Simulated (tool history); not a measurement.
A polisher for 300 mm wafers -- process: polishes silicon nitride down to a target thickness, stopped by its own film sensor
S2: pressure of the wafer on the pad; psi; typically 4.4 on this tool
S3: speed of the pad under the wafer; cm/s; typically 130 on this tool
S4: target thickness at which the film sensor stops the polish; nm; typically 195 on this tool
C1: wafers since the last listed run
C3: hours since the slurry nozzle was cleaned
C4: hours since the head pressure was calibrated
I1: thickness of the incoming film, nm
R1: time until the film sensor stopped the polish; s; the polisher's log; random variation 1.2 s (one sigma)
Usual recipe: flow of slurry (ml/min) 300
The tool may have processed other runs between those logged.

{"run": 1, "hour": 0.0, "flow of slurry (ml/min)": 300, "S2": 4.4, "S3": 130, "S4": 195, "C1": 0, "wafers polished on this pad": 1344, "C3": 578.6, "C4": 650.7, "I1": 474.7, "R1": 110.1}
{"run": 2, "hour": 70.4, "flow of slurry (ml/min)": 300, "S2": 4.4, "S3": 130, "S4": 195, "C1": 347, "wafers polished on this pad": 1691, "C3": 649, "C4": 721.1, "I1": 470.4, "R1": 107.8}
{"hour": 85.0, "done": "head pressure recalibrated"}
{"run": 3, "hour": 96.2, "flow of slurry (ml/min)": 300, "S2": 5.1, "S3": 130, "S4": 195, "C1": 117, "wafers polished on this pad": 1809, "C3": 674.8, "C4": 11.2, "I1": 471.7, "R1": 91.9}
{"run": 4, "hour": 162.0, "flow of slurry (ml/min)": 300, "S2": 5.1, "S3": 130, "S4": 195, "C1": 324, "wafers polished on this pad": 2134, "C3": 740.6, "C4": 77, "I1": 470.8, "R1": 90}
{"hour": 272.5, "done": "worn pad replaced by a new one"}
{"run": 5, "hour": 329.7, "flow of slurry (ml/min)": 300, "S2": 4.4, "S3": 130, "S4": 195, "C1": 807, "wafers polished on this pad": 282, "C3": 908.3, "C4": 244.7, "I1": 472.9, "R1": 108.2}
{"hour": 375.3, "done": "slurry nozzle cleaned"}
{"run": 6, "hour": 442.6, "flow of slurry (ml/min)": 300, "S2": 4.4, "S3": 130, "S4": 195, "C1": 552, "wafers polished on this pad": 834, "C3": 67.3, "C4": 357.6, "I1": 469.5, "R1": 106.5}
{"run": 7, "hour": 472.7, "flow of slurry (ml/min)": 300, "S2": 4.4, "S3": 130, "S4": 195, "C1": 148, "wafers polished on this pad": 982, "C3": 97.4, "C4": 387.7, "I1": 465.5, "R1": 104}
{"run": 8, "hour": 498.7, "flow of slurry (ml/min)": 300, "S2": 4.4, "S3": 130, "S4": 195, "C1": 128, "wafers polished on this pad": 1111, "C3": 123.4, "C4": 413.7, "I1": 470.6, "R1": 105.2}
{"run": 9, "hour": 546.5, "flow of slurry (ml/min)": 300, "S2": 4.8, "S3": 130, "S4": 195, "C1": 235, "wafers polished on this pad": 1347, "C3": 171.2, "C4": 461.5, "I1": 480.3, "R1": 99.5}
{"run": 10, "hour": 711.1, "flow of slurry (ml/min)": 300, "S2": 4.8, "S3": 130, "S4": 195, "C1": 812, "wafers polished on this pad": 2159, "C3": 335.8, "C4": 626.1, "I1": 472.8, "R1": 99.2}
{"run": 11, "hour": 760.6, "flow of slurry (ml/min)": 300, "S2": 4.4, "S3": 130, "S4": 195, "C1": 244, "wafers polished on this pad": 2403, "C3": 385.3, "C4": 675.6, "I1": 463.7, "R1": 104.6}
{"run": 12, "hour": 791.0, "flow of slurry (ml/min)": 300, "S2": 4.4, "S3": 130, "S4": 195, "C1": 149, "wafers polished on this pad": 2553, "C3": 415.7, "C4": 706, "I1": 467.6, "R1": 107}
{"hour": 818.9, "done": "head pressure recalibrated"}
{"hour": 824.8, "done": "worn pad replaced by a new one"}
{"run": 13, "hour": 854.3, "flow of slurry (ml/min)": 300, "S2": 4.4, "S3": 130, "S4": 195, "C1": 282, "wafers polished on this pad": 145, "C3": 479, "C4": 35.4, "I1": 478.7, "R1": 110.4}
{"run": 14, "hour": 883.7, "flow of slurry (ml/min)": 300, "S2": 4.4, "S3": 130, "S4": 195, "C1": 145, "wafers polished on this pad": 290, "C3": 508.4, "C4": 64.8, "I1": 466.7, "R1": 104.4}
{"run": 15, "hour": 914.5, "flow of slurry (ml/min)": 335, "S2": 3.9, "S3": 160, "S4": 147, "C1": 151, "wafers polished on this pad": 442, "C3": 539.2, "C4": 95.6, "I1": 472.5, "R1": 119.5}
{"run": 16, "hour": 969.0, "flow of slurry (ml/min)": 220, "S2": 5.9, "S3": 106, "S4": 195, "C1": 268, "wafers polished on this pad": 711, "C3": 593.7, "C4": 150.1, "I1": 469.2, "R1": 95.9}
{"run": 17, "hour": 1012.1, "flow of slurry (ml/min)": 375, "S2": 4.4, "S3": 130, "S4": 195, "C1": 212, "wafers polished on this pad": 924, "C3": 636.8, "C4": 193.2, "I1": 469.8, "R1": 104.5}
{"run": 18, "hour": 1071.6, "flow of slurry (ml/min)": 300, "S2": 4.4, "S3": 146, "S4": 195, "C1": 293, "wafers polished on this pad": 1217, "C3": 696.3, "C4": 252.7, "I1": 473.9, "R1": 99}
{"run": 19, "hour": 1131.3, "flow of slurry (ml/min)": 245, "S2": 3, "S3": 142, "S4": 195, "C1": 294, "wafers polished on this pad": 1512, "C3": 756, "C4": 312.4, "I1": 465.4, "R1": 147.1}
{"run": 20, "hour": 1168.7, "flow of slurry (ml/min)": 375, "S2": 4.4, "S3": 130, "S4": 195, "C1": 184, "wafers polished on this pad": 1696, "C3": 793.4, "C4": 349.8, "I1": 460, "R1": 102.1}
{"run": 21, "hour": 1199.3, "flow of slurry (ml/min)": 300, "S2": 3.8, "S3": 130, "S4": 253, "C1": 150, "wafers polished on this pad": 1847, "C3": 824, "C4": 380.4, "I1": 475, "R1": 99.6}
{"run": 22, "hour": 1267.4, "flow of slurry (ml/min)": 270, "S2": 4.4, "S3": 130, "S4": 195, "C1": 335, "wafers polished on this pad": 2183, "C3": 892.1, "C4": 448.5, "I1": 460.8, "R1": 104.3}
{"hour": 1297.4, "done": "slurry nozzle cleaned"}
{"hour": 1317.6, "done": "worn pad replaced by a new one"}
{"run": 23, "hour": 1322.6, "flow of slurry (ml/min)": 300, "S2": 4.4, "S3": 96, "S4": 104, "C1": 247, "wafers polished on this pad": 24, "C3": 25.2, "C4": 503.7, "I1": 464.6, "R1": 181.2}
{"hour": 1382.6, "done": "head pressure recalibrated"}
{"run": 24, "hour": 1399.7, "flow of slurry (ml/min)": 255, "S2": 3.1, "S3": 148, "S4": 195, "C1": 370, "wafers polished on this pad": 395, "C3": 102.3, "C4": 17.1, "I1": 476.9, "R1": 141.8}
{"run": 25, "hour": 1447.7, "flow of slurry (ml/min)": 340, "S2": 4, "S3": 130, "S4": 118, "C1": 236, "wafers polished on this pad": 631, "C3": 150.3, "C4": 65.1, "I1": 470.5, "R1": 148.1}
{"run": 26, "hour": 1472.0, "flow of slurry (ml/min)": 300, "S2": 4.4, "S3": 130, "S4": 244, "C1": 119, "wafers polished on this pad": 751, "C3": 174.6, "C4": 89.4, "I1": 466.8, "R1": 86.8}
{"run": 27, "hour": 1530.0, "flow of slurry (ml/min)": 215, "S2": 5.5, "S3": 168, "S4": 195, "C1": 286, "wafers polished on this pad": 1038, "C3": 232.6, "C4": 147.4, "I1": 468.6, "R1": 71.2}
{"run": 28, "hour": 1555.8, "flow of slurry (ml/min)": 260, "S2": 4.4, "S3": 130, "S4": 195, "C1": 127, "wafers polished on this pad": 1165, "C3": 258.4, "C4": 173.2, "I1": 467.7, "R1": 106.5}
{"run": 29, "hour": 1592.0, "flow of slurry (ml/min)": 255, "S2": 4.4, "S3": 130, "S4": 195, "C1": 178, "wafers polished on this pad": 1343, "C3": 294.6, "C4": 209.4, "I1": 473.2, "R1": 109.5}
{"run": 30, "hour": 1638.9, "flow of slurry (ml/min)": 250, "S2": 3.7, "S3": 164, "S4": 195, "C1": 231, "wafers polished on this pad": 1575, "C3": 341.5, "C4": 256.3, "I1": 466.5, "R1": 107.3}
{"run": 31, "hour": 1691.9, "flow of slurry (ml/min)": 300, "S2": 4.4, "S3": 130, "S4": 195, "C1": 261, "wafers polished on this pad": 1836, "C3": 394.5, "C4": 309.3, "I1": 469.9, "R1": 105.5}
{"run": 32, "hour": 1761.6, "flow of slurry (ml/min)": 390, "S2": 4.4, "S3": 150, "S4": 108, "C1": 343, "wafers polished on this pad": 2180, "C3": 464.2, "C4": 379, "I1": 466.7, "R1": 122.6}
{"run": 33, "hour": 1811.9, "flow of slurry (ml/min)": 300, "S2": 4.4, "S3": 130, "S4": 195, "C1": 248, "wafers polished on this pad": 2428, "C3": 514.5, "C4": 429.3, "I1": 470.5, "R1": 108.4}
{"hour": 1816.0, "done": "worn pad replaced by a new one"}
{"run": 34, "hour": 1864.1, "flow of slurry (ml/min)": 360, "S2": 3, "S3": 90, "S4": 280, "C1": 237, "wafers polished on this pad": 237, "C3": 566.7, "C4": 481.5, "I1": 470.7, "R1": 142.9}
{"run": 35, "hour": 1928.1, "flow of slurry (ml/min)": 300, "S2": 5.1, "S3": 104, "S4": 279, "C1": 315, "wafers polished on this pad": 553, "C3": 630.7, "C4": 545.5, "I1": 473.1, "R1": 77.5}
{"run": 36, "hour": 1986.8, "flow of slurry (ml/min)": 355, "S2": 5.2, "S3": 116, "S4": 281, "C1": 289, "wafers polished on this pad": 842, "C3": 689.4, "C4": 604.2, "I1": 469.2, "R1": 67.6}
{"hour": 2044.9, "done": "head pressure recalibrated"}
{"run": 37, "hour": 2160.4, "flow of slurry (ml/min)": 300, "S2": 4.4, "S3": 130, "S4": 195, "C1": 846, "wafers polished on this pad": 1689, "C3": 863, "C4": 115.5, "I1": 474.9, "R1": 108.7}

Below are 4 alternative next runs, each starting from the tool's condition after run 37. Predict each:
{"run": "A", "hour": 2160.9, "flow of slurry (ml/min)": 300, "S2": 4.4, "S3": 130, "S4": 195, "C1": 2, "wafers polished on this pad": 1692, "C3": 863.5, "C4": 116, "I1": 466.1, "R1": "?"}
{"run": "B", "hour": 2160.9, "flow of slurry (ml/min)": 300, "S2": 4.4, "S3": 130, "S4": 245, "C1": 2, "wafers polished on this pad": 1692, "C3": 863.5, "C4": 116, "I1": 466.1, "R1": "?"}
{"run": "C", "hour": 2160.9, "flow of slurry (ml/min)": 200, "S2": 4.4, "S3": 84, "S4": 225, "C1": 2, "wafers polished on this pad": 1692, "C3": 863.5, "C4": 116, "I1": 466.1, "R1": "?"}
{"run": "D", "hour": 2160.9, "flow of slurry (ml/min)": 300, "S2": 3.7, "S3": 130, "S4": 195, "C1": 2, "wafers polished on this pad": 1692, "C3": 863.5, "C4": 116, "I1": 466.1, "R1": "?"}

run=A R1=104.9
run=B R1=85.6
run=C R1=139.2
run=D R1=124.8
With the hidden condition removed and each run's random variation left untouched, the same runs would have given:
run=A R1=104.9
run=B R1=85.6
run=C R1=139.2
run=D R1=124.8
